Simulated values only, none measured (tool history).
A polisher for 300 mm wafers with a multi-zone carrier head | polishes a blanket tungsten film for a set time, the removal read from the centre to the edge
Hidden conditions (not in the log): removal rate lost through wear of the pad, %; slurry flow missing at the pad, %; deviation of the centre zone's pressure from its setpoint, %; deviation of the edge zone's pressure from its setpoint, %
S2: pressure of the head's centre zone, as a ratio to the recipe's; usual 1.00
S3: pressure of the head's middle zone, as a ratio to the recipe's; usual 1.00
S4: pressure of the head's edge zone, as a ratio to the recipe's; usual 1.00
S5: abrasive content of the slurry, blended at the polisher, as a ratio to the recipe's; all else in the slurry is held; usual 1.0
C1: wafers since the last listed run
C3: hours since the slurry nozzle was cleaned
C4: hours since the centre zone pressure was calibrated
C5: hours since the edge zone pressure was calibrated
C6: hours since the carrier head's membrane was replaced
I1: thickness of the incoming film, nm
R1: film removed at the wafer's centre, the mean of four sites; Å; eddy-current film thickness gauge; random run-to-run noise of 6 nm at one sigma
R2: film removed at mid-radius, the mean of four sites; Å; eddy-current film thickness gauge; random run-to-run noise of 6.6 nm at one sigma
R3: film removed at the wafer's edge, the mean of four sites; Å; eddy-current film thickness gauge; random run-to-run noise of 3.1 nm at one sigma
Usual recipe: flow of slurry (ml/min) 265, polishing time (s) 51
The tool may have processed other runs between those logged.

run 1 day=0.000 | flow_of_slurry_(ml/min)=265 S2=1.00 S3=1.00 S4=1.00 S5=1.0 polishing_time_(s)=51 | C1=0 wafers_polished_on_this_pad=582 C3=657.4 C4=379.2 C5=497.8 C6=488.9 | I1=1085.2 | R1=3900 R2=4019 R3=4168
-- day=1.271 slurry nozzle cleaned
run 2 day=2.262 | flow_of_slurry_(ml/min)=265 S2=1.00 S3=1.00 S4=1.00 S5=1.0 polishing_time_(s)=51 | C1=494 wafers_polished_on_this_pad=1076 C3=23.8 C4=433.5 C5=552.1 C6=543.2 | I1=1111.2 | R1=4282 R2=4490 R3=4419
-- day=2.796 centre zone pressure recalibrated
-- day=4.817 worn pad replaced by a new one
-- day=4.858 edge zone pressure recalibrated
run 3 day=4.879 | flow_of_slurry_(ml/min)=295 S2=1.00 S3=0.91 S4=1.00 S5=1.0 polishing_time_(s)=51 | C1=517 wafers_polished_on_this_pad=4 C3=86.6 C4=50.0 C5=0.5 C6=606.0 | I1=1082.5 | R1=4279 R2=4006 R3=4403
run 4 day=7.233 | flow_of_slurry_(ml/min)=265 S2=1.00 S3=1.00 S4=1.00 S5=1.0 polishing_time_(s)=51 | C1=523 wafers_polished_on_this_pad=528 C3=143.1 C4=106.5 C5=57.0 C6=662.5 | I1=1108.2 | R1=4178 R2=4258 R3=4308
run 5 day=9.212 | flow_of_slurry_(ml/min)=265 S2=1.00 S3=1.00 S4=1.00 S5=1.0 polishing_time_(s)=51 | C1=440 wafers_polished_on_this_pad=968 C3=190.6 C4=154.0 C5=104.5 C6=710.0 | I1=1081.6 | R1=4101 R2=4237 R3=4309
-- day=12.767 worn pad replaced by a new one
run 6 day=13.112 | flow_of_slurry_(ml/min)=265 S2=1.00 S3=1.00 S4=0.92 S5=1.0 polishing_time_(s)=61 | C1=830 wafers_polished_on_this_pad=76 C3=284.2 C4=247.6 C5=198.1 C6=803.6 | I1=1101.6 | R1=4854 R2=5020 R3=4919
-- day=13.596 carrier head's membrane replaced by a new one
run 7 day=15.767 | flow_of_slurry_(ml/min)=265 S2=1.00 S3=1.00 S4=0.92 S5=1.0 polishing_time_(s)=61 | C1=544 wafers_polished_on_this_pad=621 C3=347.9 C4=311.3 C5=261.8 C6=52.1 | I1=1114.7 | R1=4791 R2=4951 R3=4846
run 8 day=18.000 | flow_of_slurry_(ml/min)=265 S2=0.93 S3=1.00 S4=0.95 S5=1.0 polishing_time_(s)=51 | C1=497 wafers_polished_on_this_pad=1118 C3=401.5 C4=364.9 C5=315.4 C6=105.7 | I1=1103.9 | R1=3756 R2=4263 R3=4107
-- day=20.158 worn pad replaced by a new one
-- day=20.533 centre zone pressure recalibrated
run 9 day=21.067 | flow_of_slurry_(ml/min)=310 S2=1.00 S3=1.00 S4=1.05 S5=1.0 polishing_time_(s)=51 | C1=626 wafers_polished_on_this_pad=183 C3=475.1 C4=12.8 C5=389.0 C6=179.3 | I1=1096.3 | R1=4009 R2=4179 R3=4437
run 10 day=24.779 | flow_of_slurry_(ml/min)=265 S2=1.00 S3=1.00 S4=1.00 S5=1.1 polishing_time_(s)=51 | C1=826 wafers_polished_on_this_pad=1010 C3=564.2 C4=101.9 C5=478.1 C6=268.4 | I1=1093.3 | R1=3963 R2=4123 R3=4264

Run 11 has not been measured yet. What should we expect?
-- day=26.771 slurry nozzle cleaned
-- day=26.817 worn pad replaced by a new one
run 11 day=28.021 | flow_of_slurry_(ml/min)=235 S2=1.00 S3=0.89 S4=1.00 S5=1.1 polishing_time_(s)=51 | C1=701 wafers_polished_on_this_pad=267 C3=30.0 C4=179.7 C5=555.9 C6=346.2 | I1=1081.9 | R1=? R2=? R3=?

For run 11 the tool returned R1 4272 Å, R2 4033 Å, R3 4411 Å.
Had the tool carried no hidden state, the very same run would have given R1 4334 Å, R2 4085 Å, R3 4453 Å.

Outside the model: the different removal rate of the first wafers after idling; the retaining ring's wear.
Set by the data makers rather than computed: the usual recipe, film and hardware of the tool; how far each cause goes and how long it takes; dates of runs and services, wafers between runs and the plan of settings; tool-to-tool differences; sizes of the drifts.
